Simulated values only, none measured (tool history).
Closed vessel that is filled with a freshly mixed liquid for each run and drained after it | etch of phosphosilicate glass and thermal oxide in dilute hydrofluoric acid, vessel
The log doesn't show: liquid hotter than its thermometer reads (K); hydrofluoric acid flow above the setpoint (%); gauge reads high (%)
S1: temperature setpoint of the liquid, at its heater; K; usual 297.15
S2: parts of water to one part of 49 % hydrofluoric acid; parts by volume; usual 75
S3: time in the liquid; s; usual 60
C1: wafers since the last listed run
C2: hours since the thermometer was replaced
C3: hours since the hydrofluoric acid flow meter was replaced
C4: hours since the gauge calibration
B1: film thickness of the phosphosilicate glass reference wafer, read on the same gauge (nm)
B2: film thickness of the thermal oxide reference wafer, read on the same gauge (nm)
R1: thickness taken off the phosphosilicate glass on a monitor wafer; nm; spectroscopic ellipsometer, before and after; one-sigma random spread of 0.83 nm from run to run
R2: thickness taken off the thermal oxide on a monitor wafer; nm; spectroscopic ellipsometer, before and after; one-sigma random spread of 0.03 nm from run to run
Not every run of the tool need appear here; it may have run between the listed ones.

run   hour      S1   S2  S3    C1      C2     C3     C4     B1       B2      R1     R2
  1    0.0  297.15   75  45     0  1585.5  720.1  161.0  79.99  140.034  113.74  3.354
  2   16.0  297.15   75  45  2027  1601.5  736.1  177.0  79.99  139.942  114.18  3.320
  3   32.1  297.15   75  60  2040  1617.6  752.2  193.1  79.96  139.992  150.62  4.428
  4   48.4  293.65   75  60  2065  1633.9  768.5  209.4  79.99  140.000  133.56  3.913
  5   58.3  293.65   75  60  1254  1643.8  778.4  219.3  80.00  140.020  130.94  3.884
  6   65.2  293.65   75  60   874  1650.7  785.3  226.2  80.01  139.942  132.49  3.898
  7   75.9  297.15   75  60  1355  1661.4  796.0  236.9  80.01  139.977  150.66  4.485
  8   91.0  297.15   75  60  1913  1676.5  811.1  252.0  80.00  140.011  152.26  4.468
  9   98.3  300.65   75  60   925  1683.8  818.4  259.3  80.03  140.001  174.78  5.166
     100.7  -- thermometer replaced
 10  113.9  300.65   75  60  1850    13.2  834.0  274.9  80.00  140.011  176.36  5.149
 11  123.6  302.15   75  90  1229    22.9  843.7  284.6  79.99  140.012  280.44  8.248
 12  135.5  294.65   75  40  1507    34.8  855.6  296.5  80.03  140.023   92.98  2.706
 13  149.9  300.15   60  35  1824    49.2  870.0  310.9  79.99  140.009  128.34  3.781
 14  159.9  295.65   75  85  1267    59.2  880.0  320.9  79.99  139.985  204.58  6.049
 15  176.3  297.15   75  60  2078    75.6  896.4  337.3  79.98  140.028  154.42  4.580
 16  194.2  297.15   75  60  2268    93.5  914.3  355.2  80.00  140.027  154.60  4.508
 17  202.7  297.15   75  60  1077   102.0  922.8  363.7  80.01  139.997  155.77  4.581
 18  213.5  294.65  110  60  1368   112.8  933.6  374.5  80.01  140.008   92.19  2.699
     220.4  -- gauge calibrated
 19  223.1  297.15   60  45  1216   122.4  943.2    2.7  80.00  140.033  148.25  4.377
     232.4  -- hydrofluoric acid flow meter replaced
 20  270.8  293.65   50  30  5917   170.1   38.4   50.4  80.03  139.981   94.19  2.738
 21  278.3  297.15   75  45   950   177.6   45.9   57.9  80.01  139.970  106.27  3.130
 22  293.2  297.15   75  60  1888   192.5   60.8   72.8  80.00  140.027  141.05  4.151

Forecast run 23:
 23  307.8  300.15  110  75  1850  207.1  75.4  87.4   ?   ?   ?   ?

Run 23 yielded B1 80.03, B2 140.046, R1 130.19 nm, R2 3.793 nm.
With no hidden state in the tool, this same run would have given R1 125.97 nm, R2 3.670 nm.

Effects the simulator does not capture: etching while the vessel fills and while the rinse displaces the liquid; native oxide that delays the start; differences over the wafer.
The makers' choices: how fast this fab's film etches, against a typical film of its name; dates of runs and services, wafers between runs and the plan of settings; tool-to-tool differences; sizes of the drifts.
